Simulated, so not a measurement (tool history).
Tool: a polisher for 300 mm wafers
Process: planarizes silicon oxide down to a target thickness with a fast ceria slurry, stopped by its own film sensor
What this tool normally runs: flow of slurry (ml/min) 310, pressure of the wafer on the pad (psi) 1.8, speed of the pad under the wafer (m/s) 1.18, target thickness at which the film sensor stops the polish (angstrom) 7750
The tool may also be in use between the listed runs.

| run | hour | flow of slurry (ml/min) | pressure of the wafer on the pad (psi) | speed of the pad under the wafer (m/s) | target thickness at which the film sensor stops the polish (angstrom) | incoming thickness of the incoming film, nm | time until the film sensor stopped the polish (s) |
|---|---|---|---|---|---|---|---|
| 1 | 0 | 310 | 1.8 | 1.18 | 8970 | 1521 | 58.9 |
| 2 | 58.8 | 310 | 1.8 | 1.18 | 8970 | 1549.6 | 56.5 |
| 3 | 149 | 310 | 1.8 | 1.18 | 7750 | 1504.2 | 67.7 |
| 4 | 191.9 | 310 | 1.8 | 1.18 | 7750 | 1521.8 | 70 |
| 5 | 337 | 310 | 2.1 | 1.02 | 7750 | 1539.8 | 69.8 |
| 6 | 423.4 | 310 | 1.8 | 1.18 | 7170 | 1500.8 | 74.7 |
| 7 | 492 | 310 | 1.8 | 1.18 | 7750 | 1501.6 | 71.9 |
| 8 | 597.4 | 310 | 1.8 | 1.18 | 7750 | 1551.9 | 76.6 |
| 9 | 666.6 | 310 | 1.8 | 1.18 | 7750 | 1507 | 70.4 |
| 10 | 759.4 | 310 | 1.8 | 1.18 | 7750 | 1524.8 | 68.5 |
| 11 | 801.7 | 310 | 1.8 | 1.18 | 7750 | 1540.5 | 66.5 |
| 12 | 900.8 | 310 | 1.8 | 1.18 | 6890 | 1527.5 | 77.2 |
| 13 | 952.1 | 310 | 1.8 | 1.18 | 6890 | 1518.1 | 79 |
| 14 | 1059.6 | 310 | 1.8 | 1.18 | 7750 | 1508.1 | 71 |
| 15 | 1138 | 350 | 2.4 | 1 | 7750 | 1496.9 | 60.3 |
| 16 | 1244.6 | 310 | 2 | 1.18 | 7750 | 1493.4 | 65 |
| 17 | 1287.4 | 365 | 1.6 | 1.38 | 7750 | 1539.9 | 76.9 |
| 18 | 1359.3 | 205 | 2.2 | 1.18 | 7750 | 1529.1 | 69.2 |
| 19 | 1456 | 240 | 1.3 | 1.32 | 6700 | 1530.2 | 115.8 |
| 20 | 1521.8 | 310 | 1.8 | 1.44 | 7040 | 1517.7 | 66.4 |
| 21 | 1751.9 | 205 | 1.8 | 1.18 | 7750 | 1519.3 | 76.5 |
| 22 | 1832.4 | 310 | 1.8 | 1.18 | 7750 | 1520.8 | 70.4 |
| 23 | 1871.9 | 250 | 1.8 | 1.06 | 7750 | 1489.9 | 77.6 |
| 24 | 1979.7 | 340 | 1.8 | 1.18 | 7750 | 1538.4 | 75.8 |
| 25 | 2084.3 | 310 | 2.1 | 1.52 | 5190 | 1519.6 | 72.5 |
| 26 | 2164.1 | 280 | 2.4 | 1.18 | 5350 | 1515.6 | 74.6 |
| 27 | 2253.1 | 255 | 1.8 | 1.42 | 8490 | 1536.1 | 55.8 |
| 28 | 2354.9 | 310 | 1.8 | 1.58 | 9230 | 1535 | 45.3 |
| 29 | 2451.6 | 205 | 1.3 | 1.46 | 9190 | 1517 | 70.7 |
| 30 | 2504.8 | 310 | 1.8 | 1.18 | 7750 | 1521.3 | 69.1 |
| 31 | 2700.1 | 310 | 1.8 | 1.18 | 7750 | 1518.4 | 72.8 |
| 32 | 2759.1 | 310 | 1.8 | 1.18 | 7750 | 1539.4 | 76.2 |
| 33 | 2806.8 | 310 | 1.5 | 1.18 | 7750 | 1517.7 | 87.6 |
| 34 | 2887 | 270 | 1.8 | 1.18 | 7750 | 1533.7 | 67.4 |
| 35 | 2932.7 | 245 | 2.3 | 1.18 | 7750 | 1509.5 | 52 |
| 36 | 3001.5 | 310 | 1.8 | 1.18 | 7750 | 1523.5 | 72.7 |

Put back what was entered between runs (11 entries, withheld): which listed runs does each sit between, and how does the hidden state differ from the listed run before to the listed run after?
In the gap between runs 1 and 2: worn pad replaced by a new one (hour 14.6)
  removal rate lost through wear of the pad, %: 9.1 -> 1.56; slurry flow missing at the pad, %: 12.2 -> 19.2
  the result without the hidden state subtracted from the measured one, time until the film sensor stopped the polish (s): +6.1 -> +2.1
In the gap between runs 9 and 10: worn pad replaced by a new one (hour 755)
  removal rate lost through wear of the pad, %: 8.59 -> 1.37; slurry flow missing at the pad, %: 42.3 -> 43
  the result without the hidden state subtracted from the measured one, time until the film sensor stopped the polish (s): +10.7 -> +5.9
In the gap between runs 10 and 11: slurry nozzle cleaned (hour 760.4)
  removal rate lost through wear of the pad, %: 1.37 -> 2.83; slurry flow missing at the pad, %: 43 -> 9
  the result without the hidden state subtracted from the measured one, time until the film sensor stopped the polish (s): +5.9 -> +2.5
In the gap between runs 11 and 12: head pressure recalibrated (hour 804.9)
  removal rate lost through wear of the pad, %: 2.83 -> 5.38; slurry flow missing at the pad, %: 9 -> 21
  the result without the hidden state subtracted from the measured one, time until the film sensor stopped the polish (s): +2.5 -> +6
In the gap between runs 19 and 20: worn pad replaced by a new one (hour 1461.4)
  removal rate lost through wear of the pad, %: 9.89 -> 3.6; slurry flow missing at the pad, %: 42.1 -> 42.7
  the result without the hidden state subtracted from the measured one, time until the film sensor stopped the polish (s): +21 -> +7.1
In the gap between runs 20 and 21: slurry nozzle cleaned (hour 1581.6)
  removal rate lost through wear of the pad, %: 3.6 -> 8; slurry flow missing at the pad, %: 42.7 -> 23
  the result without the hidden state subtracted from the measured one, time until the film sensor stopped the polish (s): +7.1 -> +9.2
In the gap between runs 26 and 27: worn pad replaced by a new one (hour 2179.9); slurry nozzle cleaned (hour 2197.7)
  removal rate lost through wear of the pad, %: 10.2 -> 2.55; slurry flow missing at the pad, %: 40 -> 9.13
  the result without the hidden state subtracted from the measured one, time until the film sensor stopped the polish (s): +12.5 -> +2
In the gap between runs 27 and 28: head pressure recalibrated (hour 2316.9)
  removal rate lost through wear of the pad, %: 2.55 -> 4.89; slurry flow missing at the pad, %: 9.13 -> 20.7
  the result without the hidden state subtracted from the measured one, time until the film sensor stopped the polish (s): +2 -> +3.3
In the gap between runs 33 and 34: worn pad replaced by a new one (hour 2817.8); slurry nozzle cleaned (hour 2818.8)
  removal rate lost through wear of the pad, %: 8.64 -> 3.38; slurry flow missing at the pad, %: 39.2 -> 11.9
  the result without the hidden state subtracted from the measured one, time until the film sensor stopped the polish (s): +12.6 -> +3.2

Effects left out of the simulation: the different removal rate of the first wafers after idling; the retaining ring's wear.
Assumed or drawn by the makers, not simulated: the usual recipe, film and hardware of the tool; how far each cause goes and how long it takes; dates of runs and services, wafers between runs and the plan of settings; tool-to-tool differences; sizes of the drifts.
